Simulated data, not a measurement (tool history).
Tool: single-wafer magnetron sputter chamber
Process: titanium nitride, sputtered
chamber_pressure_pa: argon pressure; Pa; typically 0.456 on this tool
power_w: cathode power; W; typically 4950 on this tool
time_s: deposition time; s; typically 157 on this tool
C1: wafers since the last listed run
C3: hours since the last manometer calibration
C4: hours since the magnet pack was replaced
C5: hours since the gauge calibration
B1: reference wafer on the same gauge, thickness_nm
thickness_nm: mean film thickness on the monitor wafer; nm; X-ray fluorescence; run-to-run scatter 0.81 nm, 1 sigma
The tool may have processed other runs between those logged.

Run 1, hour 0: usual settings; C1 0; wafers on the sputter target 1468; C3 1302.3; C4 6206.4; C5 835.3; B1 126.292. Result: thickness_nm 142.298 nm.
Run 2, hour 39.3: usual settings; C1 419; wafers on the sputter target 1888; C3 1341.6; C4 6245.7; C5 874.6; B1 125.918. Result: thickness_nm 140.81 nm.
Run 3, hour 115.5: usual settings; C1 814; wafers on the sputter target 2703; C3 1417.8; C4 6321.9; C5 950.8; B1 125.823. Result: thickness_nm 140.25 nm.
Run 4, hour 190.4: usual settings but time_s 139 s; C1 800; wafers on the sputter target 3503; C3 1492.7; C4 6396.8; C5 1025.7; B1 125.892. Result: thickness_nm 124.444 nm.
Run 5, hour 227.2: usual settings but time_s 139 s; C1 393; wafers on the sputter target 3896; C3 1529.5; C4 6433.6; C5 1062.5; B1 125.916. Result: thickness_nm 125.647 nm.
Run 6, hour 298.8: usual settings; C1 765; wafers on the sputter target 4661; C3 1601.1; C4 6505.2; C5 1134.1; B1 125.927. Result: thickness_nm 142.097 nm.
Run 7, hour 376.3: usual settings; C1 828; wafers on the sputter target 5490; C3 1678.6; C4 6582.7; C5 1211.6; B1 126.417. Result: thickness_nm 143.331 nm.
At hour 422.8: sputter target and shields replaced.
At hour 462.1: capacitance manometer re-zeroed and calibrated.
Run 8, hour 481.2: usual settings; C1 950; wafers on the sputter target 539; C3 19.1; C4 6687.6; C5 1316.5; B1 125.531. Result: thickness_nm 138.325 nm.
Run 9, hour 529.7: usual settings but chamber_pressure_pa 0.357 Pa; C1 518; wafers on the sputter target 1057; C3 67.6; C4 6736.1; C5 1365; B1 126.077. Result: thickness_nm 144.319 nm.
At hour 534.8: gauge calibrated.
Run 10, hour 602.9: usual settings; C1 782; wafers on the sputter target 1839; C3 140.8; C4 6809.3; C5 68.1; B1 125.831. Result: thickness_nm 139.48 nm.
Run 11, hour 706.7: usual settings; C1 1109; wafers on the sputter target 2948; C3 244.6; C4 6913.1; C5 171.9; B1 125.858. Result: thickness_nm 138.28 nm.
At hour 770.1: magnet pack replaced.
Run 12, hour 793.4: usual settings but time_s 126 s; C1 841; wafers on the sputter target 3789; C3 331.3; C4 23.3; C5 258.6; B1 126.326. Result: thickness_nm 112.193 nm.
Run 13, hour 889: usual settings but chamber_pressure_pa 0.312 Pa; C1 1021; wafers on the sputter target 4811; C3 426.9; C4 118.9; C5 354.2; B1 125.928. Result: thickness_nm 147.183 nm.
Run 14, hour 958.4: usual settings but chamber_pressure_pa 0.328 Pa, power_w 6100 W, time_s 130 s; C1 741; wafers on the sputter target 5553; C3 496.3; C4 188.3; C5 423.6; B1 125.722. Result: thickness_nm 146.358 nm.
Run 15, hour 1007.7: usual settings but power_w 3950 W; C1 526; wafers on the sputter target 6080; C3 545.6; C4 237.6; C5 472.9; B1 126.211. Result: thickness_nm 115.352 nm.
At hour 1017.5: sputter target and shields replaced.
Run 16, hour 1080.4: usual settings but chamber_pressure_pa 0.352 Pa, time_s 143 s; C1 691; wafers on the sputter target 672; C3 618.3; C4 310.3; C5 545.6; B1 126.181. Result: thickness_nm 131.995 nm.
Run 17, hour 1187.3: usual settings but power_w 4150 W; C1 1142; wafers on the sputter target 1814; C3 725.2; C4 417.2; C5 652.5; B1 125.774. Result: thickness_nm 120.847 nm.
Run 18, hour 1270.1: usual settings but chamber_pressure_pa 0.364 Pa, power_w 4600 W; C1 884; wafers on the sputter target 2699; C3 808; C4 500; C5 735.3; B1 126.107. Result: thickness_nm 135.738 nm.

Forecast each of these 4 alternatives for the next run:
Run A, hour 1270.5: usual settings but power_w 5750 W; C1 4; wafers on the sputter target 2703; C3 808.4; C4 500.4; C5 735.7; B1 ?. Result: thickness_nm ?.
Run B, hour 1270.5: usual settings but chamber_pressure_pa 0.582 Pa, power_w 5400 W, time_s 131 s; C1 4; wafers on the sputter target 2703; C3 808.4; C4 500.4; C5 735.7; B1 ?. Result: thickness_nm ?.
Run C, hour 1270.5: usual settings but chamber_pressure_pa 0.53 Pa, power_w 6050 W, time_s 176 s; C1 4; wafers on the sputter target 2703; C3 808.4; C4 500.4; C5 735.7; B1 ?. Result: thickness_nm ?.
Run D, hour 1270.5: usual settings but chamber_pressure_pa 0.516 Pa, power_w 4250 W, time_s 146 s; C1 4; wafers on the sputter target 2703; C3 808.4; C4 500.4; C5 735.7; B1 ?. Result: thickness_nm ?.

run      B1  thickness_nm
  A  126.39       159.993
  B  126.39       120.129
  C  126.39       182.374
  D  126.39       111.285
Take away the tool's hidden state, keep each run's random variation, and the runs would have read:
run  thickness_nm
  A       157.569
  B       117.767
  C       179.123
  D       109.357
